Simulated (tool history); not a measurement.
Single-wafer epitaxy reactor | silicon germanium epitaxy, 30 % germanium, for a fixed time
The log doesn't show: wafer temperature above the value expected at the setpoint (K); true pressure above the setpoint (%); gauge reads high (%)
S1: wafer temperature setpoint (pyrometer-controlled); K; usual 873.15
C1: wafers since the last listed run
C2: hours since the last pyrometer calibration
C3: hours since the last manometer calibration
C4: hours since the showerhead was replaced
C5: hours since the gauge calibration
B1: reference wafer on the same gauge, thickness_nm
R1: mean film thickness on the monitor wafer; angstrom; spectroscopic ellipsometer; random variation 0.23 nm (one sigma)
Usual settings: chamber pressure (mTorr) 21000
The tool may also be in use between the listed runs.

{"run": 1, "hour": 0.0, "S1": 873.15, "chamber pressure (mTorr)": 19300, "C1": 0, "C2": 828.4, "C3": 1801.2, "C4": 5456.8, "C5": 374.6, "B1": 66.898, "R1": 585.73}
{"run": 2, "hour": 29.7, "S1": 873.15, "chamber pressure (mTorr)": 19300, "C1": 397, "C2": 858.1, "C3": 1830.9, "C4": 5486.5, "C5": 404.3, "B1": 66.885, "R1": 581.52}
{"run": 3, "hour": 49.0, "S1": 873.15, "chamber pressure (mTorr)": 19300, "C1": 258, "C2": 877.4, "C3": 1850.2, "C4": 5505.8, "C5": 423.6, "B1": 66.913, "R1": 577.22}
{"run": 4, "hour": 70.3, "S1": 866.15, "chamber pressure (mTorr)": 21000, "C1": 285, "C2": 898.7, "C3": 1871.5, "C4": 5527.1, "C5": 444.9, "B1": 66.92, "R1": 524.95}
{"run": 5, "hour": 91.1, "S1": 866.15, "chamber pressure (mTorr)": 21000, "C1": 278, "C2": 919.5, "C3": 1892.3, "C4": 5547.9, "C5": 465.7, "B1": 66.882, "R1": 524.76}
{"run": 6, "hour": 103.2, "S1": 866.15, "chamber pressure (mTorr)": 21000, "C1": 162, "C2": 931.6, "C3": 1904.4, "C4": 5560.0, "C5": 477.8, "B1": 66.899, "R1": 528.03}
{"run": 7, "hour": 168.0, "S1": 865.15, "chamber pressure (mTorr)": 21000, "C1": 867, "C2": 996.4, "C3": 1969.2, "C4": 5624.8, "C5": 542.6, "B1": 66.892, "R1": 517.1}
{"run": 8, "hour": 186.2, "S1": 863.15, "chamber pressure (mTorr)": 19700, "C1": 243, "C2": 1014.6, "C3": 1987.4, "C4": 5643.0, "C5": 560.8, "B1": 67.009, "R1": 477.59}
{"run": 9, "hour": 205.2, "S1": 863.15, "chamber pressure (mTorr)": 19700, "C1": 254, "C2": 1033.6, "C3": 2006.4, "C4": 5662.0, "C5": 579.8, "B1": 66.86, "R1": 483.29}
{"run": 10, "hour": 234.5, "S1": 863.15, "chamber pressure (mTorr)": 19700, "C1": 392, "C2": 1062.9, "C3": 2035.7, "C4": 5691.3, "C5": 609.1, "B1": 66.864, "R1": 480.76}
{"hour": 254.2, "done": "gauge calibrated"}
{"run": 11, "hour": 264.5, "S1": 877.15, "chamber pressure (mTorr)": 18300, "C1": 401, "C2": 1092.9, "C3": 2065.7, "C4": 5721.3, "C5": 10.3, "B1": 66.971, "R1": 611.73}
{"run": 12, "hour": 280.4, "S1": 867.15, "chamber pressure (mTorr)": 24200, "C1": 212, "C2": 1108.8, "C3": 2081.6, "C4": 5737.2, "C5": 26.2, "B1": 66.833, "R1": 570.25}
{"run": 13, "hour": 297.6, "S1": 865.15, "chamber pressure (mTorr)": 23600, "C1": 230, "C2": 1126.0, "C3": 2098.8, "C4": 5754.4, "C5": 43.4, "B1": 66.924, "R1": 542.1}
{"run": 14, "hour": 329.8, "S1": 873.15, "chamber pressure (mTorr)": 19300, "C1": 431, "C2": 1158.2, "C3": 2131.0, "C4": 5786.6, "C5": 75.6, "B1": 66.926, "R1": 580.17}
{"hour": 347.7, "done": "pyrometer calibrated"}
{"run": 15, "hour": 378.1, "S1": 862.15, "chamber pressure (mTorr)": 18200, "C1": 539, "C2": 30.4, "C3": 2179.3, "C4": 5834.9, "C5": 123.9, "B1": 66.877, "R1": 467.33}
{"run": 16, "hour": 396.8, "S1": 878.15, "chamber pressure (mTorr)": 24500, "C1": 250, "C2": 49.1, "C3": 2198.0, "C4": 5853.6, "C5": 142.6, "B1": 66.855, "R1": 720.18}
{"run": 17, "hour": 412.8, "S1": 865.15, "chamber pressure (mTorr)": 19000, "C1": 214, "C2": 65.1, "C3": 2214.0, "C4": 5869.6, "C5": 158.6, "B1": 66.819, "R1": 503.94}
{"run": 18, "hour": 440.4, "S1": 864.15, "chamber pressure (mTorr)": 23100, "C1": 369, "C2": 92.7, "C3": 2241.6, "C4": 5897.2, "C5": 186.2, "B1": 66.87, "R1": 532.84}
{"hour": 470.6, "done": "showerhead replaced, of another model than before"}
{"hour": 484.9, "done": "capacitance manometer re-zeroed and calibrated"}
{"run": 19, "hour": 493.3, "S1": 878.15, "chamber pressure (mTorr)": 21000, "C1": 494, "C2": 145.6, "C3": 8.4, "C4": 22.7, "C5": 239.1, "B1": 66.88, "R1": 669.47}
{"run": 20, "hour": 524.7, "S1": 868.15, "chamber pressure (mTorr)": 19200, "C1": 420, "C2": 177.0, "C3": 39.8, "C4": 54.1, "C5": 270.5, "B1": 66.874, "R1": 514.66}
{"run": 21, "hour": 543.2, "S1": 860.15, "chamber pressure (mTorr)": 24800, "C1": 247, "C2": 195.5, "C3": 58.3, "C4": 72.6, "C5": 289.0, "B1": 66.971, "R1": 527.0}
{"run": 22, "hour": 557.0, "S1": 866.15, "chamber pressure (mTorr)": 21000, "C1": 184, "C2": 209.3, "C3": 72.1, "C4": 86.4, "C5": 302.8, "B1": 66.934, "R1": 534.99}
{"run": 23, "hour": 585.9, "S1": 869.15, "chamber pressure (mTorr)": 16800, "C1": 387, "C2": 238.2, "C3": 101.0, "C4": 115.3, "C5": 331.7, "B1": 66.827, "R1": 464.62}
{"run": 24, "hour": 599.4, "S1": 878.15, "chamber pressure (mTorr)": 17100, "C1": 180, "C2": 251.7, "C3": 114.5, "C4": 128.8, "C5": 345.2, "B1": 66.921, "R1": 562.47}
{"run": 25, "hour": 617.5, "S1": 880.15, "chamber pressure (mTorr)": 16500, "C1": 242, "C2": 269.8, "C3": 132.6, "C4": 146.9, "C5": 363.3, "B1": 66.881, "R1": 565.96}
{"run": 26, "hour": 643.8, "S1": 873.15, "chamber pressure (mTorr)": 21000, "C1": 352, "C2": 296.1, "C3": 158.9, "C4": 173.2, "C5": 389.6, "B1": 66.891, "R1": 607.14}
{"run": 27, "hour": 675.3, "S1": 888.15, "chamber pressure (mTorr)": 23100, "C1": 421, "C2": 327.6, "C3": 190.4, "C4": 204.7, "C5": 421.1, "B1": 66.933, "R1": 862.37}
{"run": 28, "hour": 707.7, "S1": 864.15, "chamber pressure (mTorr)": 22500, "C1": 433, "C2": 360.0, "C3": 222.8, "C4": 237.1, "C5": 453.5, "B1": 66.921, "R1": 534.94}
{"run": 29, "hour": 728.3, "S1": 873.15, "chamber pressure (mTorr)": 23800, "C1": 275, "C2": 380.6, "C3": 243.4, "C4": 257.7, "C5": 474.1, "B1": 66.916, "R1": 663.4}
{"run": 30, "hour": 747.8, "S1": 867.15, "chamber pressure (mTorr)": 24500, "C1": 261, "C2": 400.1, "C3": 262.9, "C4": 277.2, "C5": 493.6, "B1": 66.946, "R1": 599.97}
{"run": 31, "hour": 765.8, "S1": 867.15, "chamber pressure (mTorr)": 17300, "C1": 241, "C2": 418.1, "C3": 280.9, "C4": 295.2, "C5": 511.6, "B1": 66.848, "R1": 460.08}
{"run": 32, "hour": 854.8, "S1": 869.15, "chamber pressure (mTorr)": 21000, "C1": 1192, "C2": 507.1, "C3": 369.9, "C4": 384.2, "C5": 600.6, "B1": 66.89, "R1": 561.05}
{"run": 33, "hour": 867.9, "S1": 867.15, "chamber pressure (mTorr)": 24500, "C1": 175, "C2": 520.2, "C3": 383.0, "C4": 397.3, "C5": 613.7, "B1": 66.942, "R1": 601.32}
{"run": 34, "hour": 881.8, "S1": 860.15, "chamber pressure (mTorr)": 16900, "C1": 186, "C2": 534.1, "C3": 396.9, "C4": 411.2, "C5": 627.6, "B1": 66.853, "R1": 391.47}

Measured less the same run without the tool's hidden state. The same run-to-run variation is in both; the gauge's scatter may not be:
run=1 R1=-11.01
run=2 R1=-11.01
run=3 R1=-10.98
run=4 R1=-10.21
run=5 R1=-10.25
run=6 R1=-10.34
run=7 R1=-10.27
run=8 R1=-9.56
run=9 R1=-9.71
run=10 R1=-9.70
run=11 R1=-11.97
run=12 R1=-11.46
run=13 R1=-10.97
run=14 R1=-11.55
run=15 R1=-0.51
run=16 R1=-1.33
run=17 R1=-1.31
run=18 R1=-1.98
run=19 R1=-3.65
run=20 R1=-3.39
run=21 R1=-3.84
run=22 R1=-4.05
run=23 R1=-3.85
run=24 R1=-4.76
run=25 R1=-5.01
run=26 R1=-5.83
run=27 R1=-8.54
run=28 R1=-5.95
run=29 R1=-7.46
run=30 R1=-7.06
run=31 R1=-5.55
run=32 R1=-7.44
run=33 R1=-8.11
run=34 R1=-5.44

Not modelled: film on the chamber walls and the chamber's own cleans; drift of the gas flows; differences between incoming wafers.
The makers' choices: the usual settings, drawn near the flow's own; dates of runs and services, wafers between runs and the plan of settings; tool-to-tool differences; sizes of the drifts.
